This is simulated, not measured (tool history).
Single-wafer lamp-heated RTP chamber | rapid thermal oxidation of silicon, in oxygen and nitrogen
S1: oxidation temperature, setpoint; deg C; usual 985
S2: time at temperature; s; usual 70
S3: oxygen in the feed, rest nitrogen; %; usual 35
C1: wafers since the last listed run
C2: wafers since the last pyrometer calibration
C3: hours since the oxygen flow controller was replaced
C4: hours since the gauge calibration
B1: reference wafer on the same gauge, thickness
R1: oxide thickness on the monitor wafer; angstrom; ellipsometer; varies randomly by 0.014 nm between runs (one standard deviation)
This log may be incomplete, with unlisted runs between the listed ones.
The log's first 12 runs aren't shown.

{"hour": 488.6, "done": "pyrometer window cleaned and pyrometer calibrated"}
{"run": 13, "hour": 527.4, "S1": 985, "S2": 70, "S3": 47, "C1": 622, "C2": 476, "C3": 3828, "C4": 1428.9, "B1": 4.426, "R1": 41.38}
{"hour": 574.0, "done": "gauge calibrated"}
{"run": 14, "hour": 576.8, "S1": 985, "S2": 70, "S3": 47, "C1": 606, "C2": 1082, "C3": 3877.4, "C4": 2.8, "B1": 4.413, "R1": 41.62}
{"run": 15, "hour": 603.7, "S1": 985, "S2": 97, "S3": 35, "C1": 330, "C2": 1412, "C3": 3904.3, "C4": 29.7, "B1": 4.416, "R1": 43.55}
{"run": 16, "hour": 652.8, "S1": 1002, "S2": 70, "S3": 24, "C1": 602, "C2": 2015, "C3": 3953.4, "C4": 78.8, "B1": 4.426, "R1": 37.88}
{"run": 17, "hour": 689.8, "S1": 1015, "S2": 45, "S3": 49, "C1": 454, "C2": 2469, "C3": 3990.4, "C4": 115.8, "B1": 4.419, "R1": 43.44}
{"hour": 746.3, "done": "pyrometer window cleaned and pyrometer calibrated"}
{"run": 18, "hour": 753.6, "S1": 976, "S2": 44, "S3": 47, "C1": 684, "C2": 89, "C3": 4054.2, "C4": 179.6, "B1": 4.417, "R1": 32.08}
{"run": 19, "hour": 780.9, "S1": 976, "S2": 44, "S3": 47, "C1": 335, "C2": 424, "C3": 4081.5, "C4": 206.9, "B1": 4.418, "R1": 32.36}
{"run": 20, "hour": 820.8, "S1": 1000, "S2": 70, "S3": 35, "C1": 489, "C2": 913, "C3": 4121.4, "C4": 246.8, "B1": 4.412, "R1": 42.09}
{"run": 21, "hour": 884.5, "S1": 962, "S2": 103, "S3": 35, "C1": 781, "C2": 1695, "C3": 4185.1, "C4": 310.5, "B1": 4.418, "R1": 38.38}
{"run": 22, "hour": 938.6, "S1": 958, "S2": 60, "S3": 17, "C1": 663, "C2": 2359, "C3": 4239.2, "C4": 364.6, "B1": 4.419, "R1": 26.63}
{"run": 23, "hour": 980.9, "S1": 957, "S2": 70, "S3": 17, "C1": 519, "C2": 2878, "C3": 4281.5, "C4": 406.9, "B1": 4.429, "R1": 27.51}
{"hour": 989.5, "done": "pyrometer window cleaned and pyrometer calibrated"}
{"hour": 1012.2, "done": "oxygen flow controller replaced"}
{"run": 24, "hour": 1050.9, "S1": 1014, "S2": 100, "S3": 17, "C1": 662, "C2": 655, "C3": 38.7, "C4": 476.9, "B1": 4.413, "R1": 42.36}
{"run": 25, "hour": 1079.3, "S1": 960, "S2": 54, "S3": 48, "C1": 348, "C2": 1003, "C3": 67.1, "C4": 505.3, "B1": 4.417, "R1": 32.38}

Run 26, settings as shown, results not yet in. Your forecast:
{"run": 26, "hour": 1126.5, "S1": 999, "S2": 83, "S3": 46, "C1": 579, "C2": 1582, "C3": 114.3, "C4": 552.5, "B1": "?", "R1": "?"}

Run 26 measured B1 4.41, R1 49.5 angstrom.
Were there no unlogged condition in the tool, this run, its random variation unchanged, would have produced R1 47.31 angstrom.

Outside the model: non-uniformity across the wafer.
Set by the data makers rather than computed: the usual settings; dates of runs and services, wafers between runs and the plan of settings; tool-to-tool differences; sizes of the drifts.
